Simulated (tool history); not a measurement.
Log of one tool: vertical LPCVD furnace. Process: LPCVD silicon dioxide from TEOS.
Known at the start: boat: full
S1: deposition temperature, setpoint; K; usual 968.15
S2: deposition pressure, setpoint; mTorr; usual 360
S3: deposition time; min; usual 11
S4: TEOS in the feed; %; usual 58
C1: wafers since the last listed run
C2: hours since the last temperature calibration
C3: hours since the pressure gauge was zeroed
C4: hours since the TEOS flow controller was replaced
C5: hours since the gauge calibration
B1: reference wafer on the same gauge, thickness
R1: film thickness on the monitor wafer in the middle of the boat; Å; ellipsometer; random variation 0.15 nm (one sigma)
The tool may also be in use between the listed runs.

run,day,S1,S2,S3,S4,C1,C2,C3,C4,C5,B1,R1
1,0,976.15,360,11,58,0,974.5,1282.4,5142.9,453.8,57.22,821.5
2,5.854,976.15,360,11,58,1891,1115,1422.9,5283.4,594.3,57.23,824.5
3,9.179,968.15,360,9,58,1074,1194.8,1502.7,5363.2,674.1,57.21,560.4
4,10.942,968.15,360,9,58,569,1237.1,1545,5405.5,716.4,57.24,559.9
5,14.408,968.15,360,11,58,1120,1320.3,1628.2,5488.7,799.6,57.19,684.5
6,16.621,972.15,360,11,58,714,1373.4,1681.3,5541.8,852.7,57.29,751.4
7,19.688,968.15,360,11,58,990,1447,1754.9,5615.4,926.3,57.2,685.9
8,21.696,968.15,360,11,58,648,1495.2,1803.1,5663.6,974.5,57.2,686.4
9,24.017,968.15,360,11,58,749,1550.9,1858.8,5719.3,1030.2,57.19,687.3
10,27.338,968.15,360,11,58,1072,1630.6,1938.5,5799,1109.9,57.2,688.1
# day 29.671: pressure gauge zeroed
11,30.542,968.15,360,11,58,712,1707.5,20.9,5875.9,1186.8,57.18,688.6
# day 34.083: TEOS flow controller replaced
12,34.104,968.15,360,9,58,827,1793,106.4,0.5,1272.3,57.24,564.1
13,36,968.15,360,12.5,58,612,1838.5,151.9,46,1317.8,57.17,783.5
14,40.058,957.15,360,11,64,1311,1935.9,249.3,143.4,1415.2,57.16,557
15,42.029,968.15,360,11,58,636,1983.2,296.6,190.7,1462.5,57.22,687.7
16,45.033,957.15,360,13,58,970,2055.3,368.7,262.8,1534.6,57.14,629.3
17,47.067,963.15,425,7,49,656,2104.1,417.5,311.6,1583.4,57.2,389.5
# day 50.583: gauge calibrated
18,51.517,968.15,360,14,58,1437,2210.9,524.3,418.4,22.4,57.21,883.3
19,54.8,963.15,360,8.5,54,1060,2289.7,603.1,497.2,101.2,57.16,458.6
20,58.304,968.15,360,11,51,1132,2373.8,687.2,581.3,185.3,57.24,651.7
# day 60.588: thermocouples replaced and temperature profile calibrated
21,61.538,968.15,360,7.5,58,721,22.8,764.8,658.9,262.9,57.15,464.2
22,64.071,977.15,360,11,46,818,83.6,825.6,719.7,323.7,57.22,745.5
23,67.525,980.15,360,13,58,1116,166.5,908.5,802.6,406.6,57.15,1061.5
24,70.238,968.15,360,11,48,876,231.6,973.6,867.7,471.7,57.2,617.7
25,71.917,968.15,360,11,58,542,271.9,1013.9,908,512,57.23,681.4
26,74.05,968.15,360,12.5,66,689,323.1,1065.1,959.2,563.2,57.27,824.4
27,77.117,968.15,360,11,64,990,396.7,1138.7,1032.8,636.8,57.21,716.2
28,81.842,968.15,360,11,58,1526,510.1,1252.1,1146.2,750.2,57.21,680.8
29,85.338,968.15,360,7,63,1129,594,1336,1230.1,834.1,57.16,452
30,89.046,968.15,420,11,62,1198,683,1425,1319.1,923.1,57.18,762.2

5 ways to go on from here, each from the tool as it stands after run 30. What would each give?
A,89.238,968.15,360,7,58,61,687.6,1429.6,1323.7,927.7,?,?
B,89.238,974.15,360,11,58,61,687.6,1429.6,1323.7,927.7,?,?
C,89.238,979.15,360,10,58,61,687.6,1429.6,1323.7,927.7,?,?
D,89.238,976.15,335,11,58,61,687.6,1429.6,1323.7,927.7,?,?
E,89.238,958.15,360,8.5,58,61,687.6,1429.6,1323.7,927.7,?,?

run,B1,R1
A,57.19,434.1
B,57.19,784.8
C,57.19,800.7
D,57.19,792.9
E,57.19,415.7
Without the tool's hidden state the same runs would have given:
run,R1
A,432.9
B,782.6
C,798.5
D,790.7
E,414.5

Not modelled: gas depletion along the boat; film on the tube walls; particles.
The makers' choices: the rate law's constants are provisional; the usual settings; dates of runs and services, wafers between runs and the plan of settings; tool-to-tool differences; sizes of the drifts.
